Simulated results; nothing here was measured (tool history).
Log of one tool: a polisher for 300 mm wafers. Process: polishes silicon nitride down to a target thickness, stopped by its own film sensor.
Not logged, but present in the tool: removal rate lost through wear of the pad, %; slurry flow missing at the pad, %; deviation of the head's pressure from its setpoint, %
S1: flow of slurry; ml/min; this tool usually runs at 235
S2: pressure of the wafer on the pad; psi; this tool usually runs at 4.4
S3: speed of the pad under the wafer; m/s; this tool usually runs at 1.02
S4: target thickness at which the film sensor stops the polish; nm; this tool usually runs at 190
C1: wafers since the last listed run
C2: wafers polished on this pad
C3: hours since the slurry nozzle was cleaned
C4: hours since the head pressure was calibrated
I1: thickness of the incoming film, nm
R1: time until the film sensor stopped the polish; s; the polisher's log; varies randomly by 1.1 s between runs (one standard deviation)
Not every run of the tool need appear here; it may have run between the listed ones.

run 1 hour=0.0 | S1=235 S2=4.4 S3=0.84 S4=190 | C1=0 C2=375 C3=304.4 C4=447.3 | I1=301.7 | R1=71.4
run 2 hour=31.1 | S1=235 S2=4.4 S3=0.84 S4=190 | C1=270 C2=646 C3=335.5 C4=478.4 | I1=303.4 | R1=70.7
run 3 hour=43.8 | S1=235 S2=4.4 S3=0.84 S4=190 | C1=110 C2=756 C3=348.2 C4=491.1 | I1=300.3 | R1=70.5
run 4 hour=66.3 | S1=235 S2=4.4 S3=1.02 S4=190 | C1=195 C2=952 C3=370.7 C4=513.6 | I1=301.1 | R1=63.7
run 5 hour=82.0 | S1=235 S2=5.6 S3=1.02 S4=190 | C1=136 C2=1088 C3=386.4 C4=529.3 | I1=299.6 | R1=50.8
run 6 hour=101.9 | S1=235 S2=4.4 S3=1.02 S4=190 | C1=173 C2=1262 C3=406.3 C4=549.2 | I1=305.6 | R1=72.3
-- hour=124.3 worn pad replaced by a new one
run 7 hour=124.8 | S1=235 S2=4.4 S3=1.02 S4=190 | C1=164 C2=4 C3=429.2 C4=572.1 | I1=299.4 | R1=61.0
run 8 hour=148.5 | S1=235 S2=4.4 S3=1.02 S4=190 | C1=206 C2=210 C3=452.9 C4=595.8 | I1=295.3 | R1=56.4
run 9 hour=172.7 | S1=235 S2=4.4 S3=1.02 S4=190 | C1=210 C2=421 C3=477.1 C4=620.0 | I1=298.9 | R1=58.6
run 10 hour=188.2 | S1=290 S2=4.4 S3=1.02 S4=199 | C1=134 C2=555 C3=492.6 C4=635.5 | I1=297.5 | R1=52.0
run 11 hour=201.0 | S1=290 S2=4.4 S3=1.02 S4=199 | C1=111 C2=667 C3=505.4 C4=648.3 | I1=300.6 | R1=54.5
run 12 hour=236.2 | S1=235 S2=4.4 S3=1.02 S4=190 | C1=306 C2=973 C3=540.6 C4=683.5 | I1=300.6 | R1=65.5
run 13 hour=261.5 | S1=235 S2=4.4 S3=1.02 S4=190 | C1=220 C2=1193 C3=565.9 C4=708.8 | I1=296.6 | R1=64.8
run 14 hour=280.2 | S1=235 S2=4.4 S3=1.02 S4=190 | C1=162 C2=1356 C3=584.6 C4=727.5 | I1=301.2 | R1=70.1
-- hour=287.1 worn pad replaced by a new one
run 15 hour=292.8 | S1=235 S2=4.4 S3=1.02 S4=190 | C1=74 C2=49 C3=597.2 C4=740.1 | I1=299.4 | R1=60.3
run 16 hour=307.4 | S1=235 S2=4.4 S3=1.02 S4=190 | C1=127 C2=176 C3=611.8 C4=754.7 | I1=305.5 | R1=62.2
run 17 hour=334.3 | S1=235 S2=4.4 S3=1.02 S4=190 | C1=234 C2=410 C3=638.7 C4=781.6 | I1=300.3 | R1=60.7
run 18 hour=346.8 | S1=235 S2=4.4 S3=1.02 S4=190 | C1=108 C2=519 C3=651.2 C4=794.1 | I1=299.9 | R1=62.3
run 19 hour=367.7 | S1=235 S2=4.4 S3=1.02 S4=190 | C1=181 C2=701 C3=672.1 C4=815.0 | I1=303.3 | R1=64.5
run 20 hour=380.9 | S1=265 S2=3.4 S3=1.36 S4=190 | C1=114 C2=815 C3=685.3 C4=828.2 | I1=302.2 | R1=67.6
run 21 hour=406.7 | S1=200 S2=5.0 S3=1.12 S4=156 | C1=224 C2=1040 C3=711.1 C4=854.0 | I1=300.2 | R1=71.0
-- hour=430.9 head pressure recalibrated
run 22 hour=433.6 | S1=155 S2=3.9 S3=1.02 S4=201 | C1=216 C2=1257 C3=738.0 C4=2.7 | I1=304.8 | R1=75.2
-- hour=454.4 worn pad replaced by a new one
run 23 hour=459.0 | S1=205 S2=4.8 S3=0.90 S4=190 | C1=186 C2=40 C3=763.4 C4=28.1 | I1=303.5 | R1=62.5

What does the tool deliver on the next run?
-- hour=483.5 slurry nozzle cleaned
run 24 hour=486.2 | S1=235 S2=4.4 S3=1.02 S4=190 | C1=227 C2=268 C3=2.7 C4=55.3 | I1=298.1 | R1=?

Run 24 came out at R1 58.7 s.
The same run, on a tool lacking any hidden state, would have yielded R1 58.1 s.
